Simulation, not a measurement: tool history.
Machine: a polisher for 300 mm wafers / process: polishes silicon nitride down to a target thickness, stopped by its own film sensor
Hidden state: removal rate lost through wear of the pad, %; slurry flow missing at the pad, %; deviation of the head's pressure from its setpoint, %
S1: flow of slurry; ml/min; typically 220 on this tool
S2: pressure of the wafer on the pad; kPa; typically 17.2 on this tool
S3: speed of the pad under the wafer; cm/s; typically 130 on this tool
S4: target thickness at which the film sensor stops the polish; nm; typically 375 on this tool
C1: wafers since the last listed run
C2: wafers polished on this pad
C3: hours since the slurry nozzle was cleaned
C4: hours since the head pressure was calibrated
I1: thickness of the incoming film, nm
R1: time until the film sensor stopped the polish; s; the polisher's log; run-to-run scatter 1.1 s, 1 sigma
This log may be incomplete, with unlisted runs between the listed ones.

| run | hour | S1 | S2 | S3 | S4 | C1 | C2 | C3 | C4 | I1 | R1 |
|---|---|---|---|---|---|---|---|---|---|---|---|
| 1 | 0.0 | 220 | 17.2 | 130 | 375 | 0 | 3073 | 246.5 | 197.4 | 475.2 | 67.5 |
| 2 | 39.7 | 220 | 17.2 | 130 | 375 | 498 | 3572 | 286.2 | 237.1 | 482.8 | 74.7 |
| 3 | 80.7 | 220 | 17.2 | 130 | 375 | 515 | 4087 | 327.2 | 278.1 | 473.8 | 69.8 |
| 4 | 137.8 | 220 | 17.2 | 130 | 375 | 717 | 4804 | 384.3 | 335.2 | 484.6 | 77.7 |
| 5 | 223.7 | 220 | 17.2 | 130 | 375 | 1079 | 5884 | 470.2 | 421.1 | 483.7 | 78.2 |
| 6 | 319.0 | 220 | 17.2 | 130 | 375 | 1197 | 7082 | 565.5 | 516.4 | 478.6 | 76.0 |
| 7 | 374.5 | 220 | 17.2 | 130 | 375 | 697 | 7779 | 621.0 | 571.9 | 475.7 | 73.8 |
|  | 430.5 | worn pad replaced by a new one |
|  | 432.9 | slurry nozzle cleaned |
| 8 | 439.7 | 220 | 17.2 | 106 | 375 | 756 | 103 | 6.8 | 637.1 | 475.3 | 88.1 |
|  | 463.8 | head pressure recalibrated |
| 9 | 486.0 | 220 | 17.2 | 106 | 375 | 556 | 659 | 53.1 | 22.2 | 472.3 | 75.3 |
| 10 | 525.5 | 220 | 17.2 | 106 | 375 | 496 | 1156 | 92.6 | 61.7 | 482.7 | 82.6 |
| 11 | 625.2 | 220 | 17.2 | 130 | 375 | 1252 | 2409 | 192.3 | 161.4 | 483.4 | 73.2 |
| 12 | 705.2 | 220 | 17.2 | 130 | 375 | 1005 | 3414 | 272.3 | 241.4 | 481.9 | 73.2 |
| 13 | 754.9 | 220 | 17.2 | 130 | 375 | 624 | 4039 | 322.0 | 291.1 | 474.2 | 67.6 |
| 14 | 860.1 | 165 | 17.2 | 130 | 358 | 1322 | 5361 | 427.2 | 396.3 | 480.8 | 86.6 |
| 15 | 903.2 | 220 | 18.6 | 130 | 346 | 541 | 5903 | 470.3 | 439.4 | 474.6 | 84.0 |
|  | 1120.0 | worn pad replaced by a new one |
|  | 1124.0 | head pressure recalibrated |
| 16 | 1161.7 | 220 | 15.2 | 130 | 375 | 3173 | 498 | 728.8 | 37.7 | 484.1 | 82.7 |
| 17 | 1234.0 | 220 | 17.2 | 130 | 375 | 908 | 1407 | 801.1 | 110.0 | 480.7 | 71.9 |
|  | 1241.4 | slurry nozzle cleaned |
| 18 | 1335.8 | 220 | 17.2 | 130 | 375 | 1266 | 2673 | 94.4 | 211.8 | 480.4 | 72.7 |
| 19 | 1437.8 | 180 | 14.5 | 100 | 364 | 1281 | 3955 | 196.4 | 313.8 | 479.2 | 121.8 |
| 20 | 1525.3 | 180 | 11.0 | 130 | 375 | 1099 | 5055 | 283.9 | 401.3 | 479.5 | 115.2 |
| 21 | 1583.0 | 265 | 17.2 | 116 | 375 | 725 | 5780 | 341.6 | 459.0 | 474.9 | 78.8 |
| 22 | 1647.3 | 220 | 15.2 | 100 | 375 | 808 | 6588 | 405.9 | 523.3 | 480.3 | 107.2 |
| 23 | 1704.3 | 240 | 20.7 | 130 | 385 | 716 | 7305 | 462.9 | 580.3 | 472.7 | 53.8 |
|  | 1739.9 | worn pad replaced by a new one |
| 24 | 1782.3 | 220 | 17.2 | 130 | 375 | 929 | 532 | 540.9 | 658.3 | 477.7 | 76.3 |
| 25 | 1840.8 | 220 | 17.2 | 130 | 403 | 735 | 1267 | 599.4 | 716.8 | 472.7 | 52.9 |
|  | 1855.2 | head pressure recalibrated |
| 26 | 1912.2 | 220 | 17.2 | 130 | 375 | 872 | 2140 | 670.8 | 57.0 | 479.4 | 71.0 |
| 27 | 2010.9 | 240 | 20.7 | 130 | 385 | 1240 | 3380 | 769.5 | 155.7 | 482.7 | 56.7 |
|  | 2049.5 | slurry nozzle cleaned |
| 28 | 2069.0 | 180 | 19.3 | 130 | 398 | 717 | 4098 | 19.5 | 213.8 | 472.6 | 47.2 |
| 29 | 2129.9 | 220 | 17.2 | 130 | 375 | 765 | 4863 | 80.4 | 274.7 | 473.9 | 67.9 |
| 30 | 2214.9 | 220 | 21.4 | 130 | 359 | 1068 | 5931 | 165.4 | 359.7 | 475.6 | 66.4 |
| 31 | 2307.3 | 220 | 22.8 | 162 | 339 | 1161 | 7092 | 257.8 | 452.1 | 477.7 | 64.8 |
| 32 | 2405.1 | 220 | 17.2 | 106 | 375 | 1229 | 8321 | 355.6 | 549.9 | 482.0 | 91.4 |
|  | 2448.7 | worn pad replaced by a new one |
| 33 | 2450.8 | 220 | 17.2 | 166 | 375 | 524 | 26 | 401.3 | 595.6 | 480.9 | 65.3 |
|  | 2470.0 | head pressure recalibrated |
| 34 | 2541.8 | 220 | 17.2 | 130 | 375 | 1118 | 1145 | 492.3 | 71.8 | 472.7 | 64.9 |
| 35 | 2585.6 | 250 | 22.1 | 112 | 345 | 550 | 1695 | 536.1 | 115.6 | 471.5 | 74.2 |
| 36 | 2640.1 | 160 | 17.2 | 130 | 360 | 684 | 2380 | 590.6 | 170.1 | 475.1 | 79.2 |
|  | 2667.2 | slurry nozzle cleaned |
| 37 | 2727.1 | 260 | 21.4 | 130 | 358 | 1080 | 3461 | 59.9 | 257.1 | 485.7 | 68.4 |

How the hidden state differs across the entries between the runs, from the last listed run before each to the first after it:
In the gap between runs 7 and 8: worn pad replaced by a new one (hour 430.5); slurry nozzle cleaned (hour 432.9)
  deviation of the head's pressure from its setpoint, %: -9.66 -> -10.7
  measured result minus the result with no hidden state, R1: +7.1 -> +9.4 s
In the gap between runs 8 and 9: head pressure recalibrated (hour 463.8)
  deviation of the head's pressure from its setpoint, %: -10.7 -> 1.64
  measured result minus the result with no hidden state, R1: +9.4 -> -1.3 s
In the gap between runs 15 and 16: worn pad replaced by a new one (hour 1120.0); head pressure recalibrated (hour 1124.0)
  deviation of the head's pressure from its setpoint, %: -5.15 -> -1.47
  measured result minus the result with no hidden state, R1: +4.3 -> +1.2 s
In the gap between runs 17 and 18: slurry nozzle cleaned (hour 1241.4)
  deviation of the head's pressure from its setpoint, %: -2.65 -> -4.3
  measured result minus the result with no hidden state, R1: +1.9 -> +3.2 s
In the gap between runs 23 and 24: worn pad replaced by a new one (hour 1739.9)
  deviation of the head's pressure from its setpoint, %: -10.3 -> -11.6
  measured result minus the result with no hidden state, R1: +5.5 -> +8.8 s
In the gap between runs 25 and 26: head pressure recalibrated (hour 1855.2)
  deviation of the head's pressure from its setpoint, %: -12.5 -> -2.66
  measured result minus the result with no hidden state, R1: +6.6 -> +1.9 s
In the gap between runs 27 and 28: slurry nozzle cleaned (hour 2049.5)
  deviation of the head's pressure from its setpoint, %: -4.27 -> -5.21
  measured result minus the result with no hidden state, R1: +2.4 -> +2.4 s
In the gap between runs 32 and 33: worn pad replaced by a new one (hour 2448.7)
  deviation of the head's pressure from its setpoint, %: -10.7 -> -11.4
  measured result minus the result with no hidden state, R1: +9.8 -> +7.5 s
In the gap between runs 33 and 34: head pressure recalibrated (hour 2470.0)
  deviation of the head's pressure from its setpoint, %: -11.4 -> -1.46
  measured result minus the result with no hidden state, R1: +7.5 -> +1.0 s
In the gap between runs 36 and 37: slurry nozzle cleaned (hour 2667.2)
  deviation of the head's pressure from its setpoint, %: -3.06 -> -4.48
  measured result minus the result with no hidden state, R1: +2.5 -> +3.1 s
